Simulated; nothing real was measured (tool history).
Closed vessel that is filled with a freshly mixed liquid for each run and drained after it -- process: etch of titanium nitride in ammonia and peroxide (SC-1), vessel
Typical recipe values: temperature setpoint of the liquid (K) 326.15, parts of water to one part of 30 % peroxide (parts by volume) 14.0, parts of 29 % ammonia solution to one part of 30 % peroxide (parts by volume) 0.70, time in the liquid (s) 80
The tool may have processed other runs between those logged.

| run | hour | temperature setpoint of the liquid (K) | parts of water to one part of 30 % peroxide (parts by volume) | parts of 29 % ammonia solution to one part of 30 % peroxide (parts by volume) | time in the liquid (s) | wafers since the last listed run | hours since the thermometer was replaced | hours since the ammonia flow meter was replaced | hours since the drum of ammonia solution was connected | hours since the gauge calibration | read-back film thickness of the titanium nitride reference wafer, read on the same gauge (nm) | thickness taken off the titanium nitride on a monitor wafer (angstrom) |
|---|---|---|---|---|---|---|---|---|---|---|---|---|
| 1 | 0.0 | 326.15 | 14.0 | 0.70 | 80 | 0 | 937.5 | 1126.7 | 85.5 | 1836.6 | 139.97 | 54.7 |
| 2 | 48.4 | 326.15 | 14.0 | 0.70 | 80 | 4158 | 985.9 | 1175.1 | 133.9 | 1885.0 | 139.97 | 53.8 |
| 3 | 94.4 | 326.15 | 14.0 | 0.70 | 80 | 3952 | 1031.9 | 1221.1 | 179.9 | 1931.0 | 140.03 | 53.8 |
|  | 97.0 | gauge calibrated |
| 4 | 128.7 | 326.15 | 14.0 | 0.70 | 80 | 2947 | 1066.2 | 1255.4 | 214.2 | 31.7 | 140.02 | 53.3 |
| 5 | 196.4 | 332.15 | 14.0 | 0.70 | 80 | 5817 | 1133.9 | 1323.1 | 281.9 | 99.4 | 139.97 | 79.7 |
| 6 | 231.5 | 332.15 | 14.0 | 0.70 | 80 | 3016 | 1169.0 | 1358.2 | 317.0 | 134.5 | 139.98 | 81.7 |
|  | 240.8 | new drum of ammonia solution connected |
| 7 | 256.4 | 332.15 | 14.0 | 0.70 | 80 | 2053 | 1193.9 | 1383.1 | 15.6 | 159.4 | 140.06 | 80.1 |
| 8 | 294.6 | 326.15 | 14.0 | 0.70 | 80 | 3282 | 1232.1 | 1421.3 | 53.8 | 197.6 | 140.00 | 53.6 |
| 9 | 322.0 | 326.15 | 14.0 | 0.70 | 80 | 2354 | 1259.5 | 1448.7 | 81.2 | 225.0 | 139.97 | 54.0 |
| 10 | 366.9 | 326.15 | 14.0 | 0.70 | 80 | 3858 | 1304.4 | 1493.6 | 126.1 | 269.9 | 140.06 | 52.9 |
| 11 | 405.2 | 326.15 | 14.0 | 0.70 | 80 | 3290 | 1342.7 | 1531.9 | 164.4 | 308.2 | 139.99 | 54.4 |
| 12 | 442.0 | 326.15 | 14.0 | 0.70 | 80 | 3162 | 1379.5 | 1568.7 | 201.2 | 345.0 | 140.01 | 53.4 |
|  | 450.2 | ammonia flow meter replaced |
| 13 | 471.1 | 326.15 | 7.5 | 1.00 | 60 | 2414 | 1408.6 | 20.9 | 230.3 | 374.1 | 139.95 | 59.4 |
| 14 | 519.3 | 326.15 | 14.0 | 0.70 | 80 | 4141 | 1456.8 | 69.1 | 278.5 | 422.3 | 140.05 | 54.6 |
|  | 543.6 | new drum of ammonia solution connected |
| 15 | 573.4 | 329.65 | 14.0 | 0.70 | 80 | 4562 | 1510.9 | 123.2 | 29.8 | 476.4 | 140.03 | 67.9 |
| 16 | 619.4 | 326.15 | 14.0 | 0.70 | 80 | 3952 | 1556.9 | 169.2 | 75.8 | 522.4 | 139.99 | 53.9 |
| 17 | 690.6 | 332.15 | 17.0 | 1.05 | 115 | 6117 | 1628.1 | 240.4 | 147.0 | 593.6 | 140.01 | 111.8 |
| 18 | 719.1 | 329.65 | 14.0 | 0.70 | 80 | 2448 | 1656.6 | 268.9 | 175.5 | 622.1 | 140.03 | 68.1 |
|  | 748.4 | thermometer replaced |
| 19 | 771.6 | 326.15 | 19.5 | 0.90 | 80 | 4425 | 23.2 | 321.4 | 228.0 | 674.6 | 139.95 | 46.7 |
| 20 | 827.9 | 323.15 | 19.5 | 0.35 | 65 | 4837 | 79.5 | 377.7 | 284.3 | 730.9 | 140.02 | 26.0 |
|  | 838.7 | new drum of ammonia solution connected |
| 21 | 885.6 | 326.15 | 8.0 | 0.95 | 80 | 4872 | 137.2 | 435.4 | 46.9 | 788.6 | 140.03 | 75.3 |
| 22 | 991.7 | 326.15 | 14.0 | 0.70 | 80 | 9116 | 243.3 | 541.5 | 153.0 | 894.7 | 139.99 | 53.6 |
| 23 | 1050.6 | 326.15 | 18.5 | 0.70 | 110 | 5061 | 302.2 | 600.4 | 211.9 | 953.6 | 140.03 | 64.2 |
| 24 | 1095.3 | 319.65 | 14.0 | 0.70 | 80 | 3840 | 346.9 | 645.1 | 256.6 | 998.3 | 140.01 | 34.2 |
| 25 | 1128.1 | 326.15 | 14.0 | 0.70 | 80 | 2818 | 379.7 | 677.9 | 289.4 | 1031.1 | 139.98 | 54.7 |
| 26 | 1185.5 | 326.15 | 14.0 | 0.70 | 55 | 4932 | 437.1 | 735.3 | 346.8 | 1088.5 | 139.99 | 37.1 |
|  | 1203.0 | new drum of ammonia solution connected |
| 27 | 1214.5 | 317.65 | 10.5 | 0.70 | 80 | 2405 | 466.1 | 764.3 | 11.5 | 1117.5 | 139.95 | 34.1 |
| 28 | 1283.4 | 326.15 | 21.0 | 0.80 | 80 | 5920 | 535.0 | 833.2 | 80.4 | 1186.4 | 139.99 | 43.9 |

Alternative continuations, all from the tool just after run 28; predict every row:
| A | 1284.1 | 326.15 | 14.0 | 0.70 | 80 | 60 | 535.7 | 833.9 | 81.1 | 1187.1 | ? | ? |
| B | 1284.1 | 326.15 | 16.0 | 0.70 | 40 | 60 | 535.7 | 833.9 | 81.1 | 1187.1 | ? | ? |
| C | 1284.1 | 326.15 | 14.0 | 0.85 | 80 | 60 | 535.7 | 833.9 | 81.1 | 1187.1 | ? | ? |

| run | read-back film thickness of the titanium nitride reference wafer, read on the same gauge (nm) | thickness taken off the titanium nitride on a monitor wafer (angstrom) |
|---|---|---|
| A | 139.93 | 53.7 |
| B | 139.93 | 25.0 |
| C | 139.93 | 55.5 |
Had the tool no hidden state, the same runs would have come out as:
| run | thickness taken off the titanium nitride on a monitor wafer (angstrom) |
|---|---|
| A | 53.7 |
| B | 25.0 |
| C | 55.5 |
